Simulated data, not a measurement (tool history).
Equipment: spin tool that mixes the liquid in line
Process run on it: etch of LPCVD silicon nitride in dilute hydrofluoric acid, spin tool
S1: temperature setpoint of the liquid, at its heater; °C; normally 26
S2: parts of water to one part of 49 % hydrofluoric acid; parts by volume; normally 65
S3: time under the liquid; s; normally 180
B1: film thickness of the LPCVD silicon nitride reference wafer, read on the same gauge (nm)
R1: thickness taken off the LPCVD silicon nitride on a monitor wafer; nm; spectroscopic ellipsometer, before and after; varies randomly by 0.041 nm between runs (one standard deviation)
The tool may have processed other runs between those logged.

Run 1, day 0: usual settings; B1 50.029. Result: R1 1.679 nm.
Run 2, day 0.483: usual settings; B1 49.982. Result: R1 1.744 nm.
Run 3, day 0.904: usual settings but S2 50 parts by volume; B1 50. Result: R1 2.238 nm.
Run 4, day 1.429: usual settings but S2 50 parts by volume; B1 49.978. Result: R1 2.2 nm.
Run 5, day 2.025: usual settings but S2 75 parts by volume, S3 235 s; B1 49.989. Result: R1 1.945 nm.
Run 6, day 2.692: usual settings but S2 75 parts by volume, S3 235 s; B1 50.04. Result: R1 1.861 nm.
Run 7, day 3.288: usual settings; B1 50.003. Result: R1 1.633 nm.
Run 8, day 4.033: usual settings; B1 50.009. Result: R1 1.668 nm.
Run 9, day 4.583: usual settings; B1 50.004. Result: R1 1.679 nm.
Run 10, day 5.212: usual settings; B1 50.007. Result: R1 1.641 nm.
Run 11, day 5.604: usual settings; B1 50.01. Result: R1 1.627 nm.
At day 6.021: thermometer replaced.
Run 12, day 6.046: usual settings; B1 50.01. Result: R1 1.679 nm.
Run 13, day 6.529: usual settings but S1 23 °C, S2 50 parts by volume, S3 275 s; B1 49.979. Result: R1 2.709 nm.
Run 14, day 7.121: usual settings but S1 27.5 °C; B1 50.001. Result: R1 1.875 nm.
Run 15, day 7.688: usual settings; B1 49.997. Result: R1 1.698 nm.
Run 16, day 8.042: usual settings but S1 21.5 °C, S2 80 parts by volume, S3 265 s; B1 50.015. Result: R1 1.381 nm.
Run 17, day 9.954: usual settings but S3 265 s; B1 49.98. Result: R1 2.443 nm.
Run 18, day 10.633: usual settings; B1 49.965. Result: R1 1.642 nm.
Run 19, day 11.321: usual settings but S1 21 °C, S2 40 parts by volume, S3 125 s; B1 50.021. Result: R1 1.333 nm.
Run 20, day 11.646: usual settings but S1 23.5 °C, S2 85 parts by volume, S3 75 s; B1 49.95. Result: R1 0.46 nm.
At day 11.862: hydrofluoric acid flow meter replaced.
Run 21, day 12.092: usual settings but S1 23.5 °C; B1 50.025. Result: R1 1.369 nm.
At day 12.096: gauge calibrated.
Run 22, day 12.738: usual settings but S3 250 s; B1 49.986. Result: R1 2.358 nm.
Run 23, day 13.429: usual settings but S3 220 s; B1 49.97. Result: R1 2.025 nm.
Run 24, day 14.121: usual settings but S1 24 °C, S2 45 parts by volume, S3 80 s; B1 49.974. Result: R1 0.928 nm.
Run 25, day 14.483: usual settings; B1 50.005. Result: R1 1.65 nm.
Run 26, day 15.196: usual settings but S1 21.5 °C, S3 150 s; B1 50.034. Result: R1 1.058 nm.
Run 27, day 15.55: usual settings but S1 31 °C, S2 85 parts by volume; B1 49.972. Result: R1 1.686 nm.
Run 28, day 16.233: usual settings but S1 29.5 °C, S2 45 parts by volume, S3 215 s; B1 49.975. Result: R1 3.513 nm.
Run 29, day 16.638: usual settings but S1 24 °C, S2 45 parts by volume, S3 80 s; B1 50.002. Result: R1 0.894 nm.
Run 30, day 17.054: usual settings but S1 21.5 °C, S2 80 parts by volume, S3 225 s; B1 50.05. Result: R1 1.26 nm.
Run 31, day 17.675: usual settings but S1 24.5 °C, S3 240 s; B1 50. Result: R1 2.004 nm.
Run 32, day 18.192: usual settings but S1 28 °C, S2 80 parts by volume, S3 225 s; B1 49.999. Result: R1 1.993 nm.

5 ways to go on from here, each from the tool as it stands after run 32. What would each give?
Run A, day 18.212: usual settings; B1 ?. Result: R1 ?.
Run B, day 18.212: usual settings but S2 90 parts by volume, S3 135 s; B1 ?. Result: R1 ?.
Run C, day 18.212: usual settings but S3 235 s; B1 ?. Result: R1 ?.
Run D, day 18.212: usual settings but S1 27.5 °C, S2 75 parts by volume, S3 150 s; B1 ?. Result: R1 ?.
Run E, day 18.212: usual settings but S2 55 parts by volume; B1 ?. Result: R1 ?.

run      B1     R1
  A  49.997  1.634
  B  49.997  0.888
  C  49.997  2.134
  D  49.997  1.304
  E  49.997  1.927
Without the tool's hidden state the same runs would have given:
run     R1
  A  1.634
  B  0.888
  C  2.134
  D  1.304
  E  1.927
